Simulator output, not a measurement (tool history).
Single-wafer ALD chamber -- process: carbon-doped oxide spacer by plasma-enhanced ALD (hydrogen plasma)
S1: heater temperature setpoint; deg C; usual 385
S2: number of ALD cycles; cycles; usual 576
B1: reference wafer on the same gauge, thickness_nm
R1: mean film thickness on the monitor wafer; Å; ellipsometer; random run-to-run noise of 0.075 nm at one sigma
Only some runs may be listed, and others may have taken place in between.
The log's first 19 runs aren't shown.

{"run": 20, "hour": 260.9, "S1": 385, "S2": 576, "B1": 32.112, "R1": 297.4}
{"hour": 293.3, "done": "thermocouple changed; heater temperature recalibrated"}
{"run": 21, "hour": 300.5, "S1": 379, "S2": 619, "B1": 32.039, "R1": 319.7}
{"run": 22, "hour": 313.4, "S1": 385, "S2": 576, "B1": 31.987, "R1": 295.22}
{"run": 23, "hour": 330.8, "S1": 385, "S2": 486, "B1": 31.953, "R1": 250.2}
{"run": 24, "hour": 339.5, "S1": 398, "S2": 499, "B1": 31.948, "R1": 256.67}
{"run": 25, "hour": 353.8, "S1": 385, "S2": 576, "B1": 31.911, "R1": 296.79}
{"run": 26, "hour": 367.3, "S1": 385, "S2": 610, "B1": 31.883, "R1": 312.49}
{"run": 27, "hour": 379.0, "S1": 385, "S2": 576, "B1": 31.811, "R1": 293.57}
{"hour": 387.2, "done": "gauge calibrated"}
{"run": 28, "hour": 388.3, "S1": 390, "S2": 651, "B1": 32.17, "R1": 336.81}
{"run": 29, "hour": 403.8, "S1": 394, "S2": 576, "B1": 32.179, "R1": 298.21}
{"run": 30, "hour": 413.8, "S1": 371, "S2": 547, "B1": 32.174, "R1": 283.98}
{"run": 31, "hour": 466.8, "S1": 375, "S2": 623, "B1": 32.132, "R1": 322.17}
{"run": 32, "hour": 476.2, "S1": 381, "S2": 630, "B1": 32.126, "R1": 327.94}
{"run": 33, "hour": 491.4, "S1": 385, "S2": 576, "B1": 32.116, "R1": 297.17}
{"run": 34, "hour": 505.6, "S1": 385, "S2": 497, "B1": 32.102, "R1": 257.56}
{"run": 35, "hour": 512.5, "S1": 374, "S2": 668, "B1": 32.088, "R1": 345.12}
{"run": 36, "hour": 523.7, "S1": 399, "S2": 648, "B1": 32.082, "R1": 334.48}
{"run": 37, "hour": 539.7, "S1": 374, "S2": 690, "B1": 32.076, "R1": 356.83}
{"run": 38, "hour": 556.0, "S1": 391, "S2": 497, "B1": 32.043, "R1": 256.98}
{"run": 39, "hour": 563.6, "S1": 385, "S2": 576, "B1": 32.042, "R1": 297.1}
{"run": 40, "hour": 575.4, "S1": 372, "S2": 664, "B1": 32.016, "R1": 341.33}
{"run": 41, "hour": 586.9, "S1": 385, "S2": 625, "B1": 31.999, "R1": 321.36}

Branching from run 41: 5 alternative next runs. What would each branch give?
{"run": "A", "hour": 588.2, "S1": 391, "S2": 576, "B1": "?", "R1": "?"}
{"run": "B", "hour": 588.2, "S1": 399, "S2": 493, "B1": "?", "R1": "?"}
{"run": "C", "hour": 588.2, "S1": 377, "S2": 530, "B1": "?", "R1": "?"}
{"run": "D", "hour": 588.2, "S1": 378, "S2": 673, "B1": "?", "R1": "?"}
{"run": "E", "hour": 588.2, "S1": 395, "S2": 668, "B1": "?", "R1": "?"}

run=A B1=31.988 R1=297.43
run=B B1=31.988 R1=254.57
run=C B1=31.988 R1=273.68
run=D B1=31.988 R1=347.52
run=E B1=31.988 R1=344.94
Take away the tool's hidden state, keep each run's random variation, and the runs would have read:
run=A R1=299.38
run=B R1=256.24
run=C R1=275.47
run=D R1=349.80
run=E R1=347.20

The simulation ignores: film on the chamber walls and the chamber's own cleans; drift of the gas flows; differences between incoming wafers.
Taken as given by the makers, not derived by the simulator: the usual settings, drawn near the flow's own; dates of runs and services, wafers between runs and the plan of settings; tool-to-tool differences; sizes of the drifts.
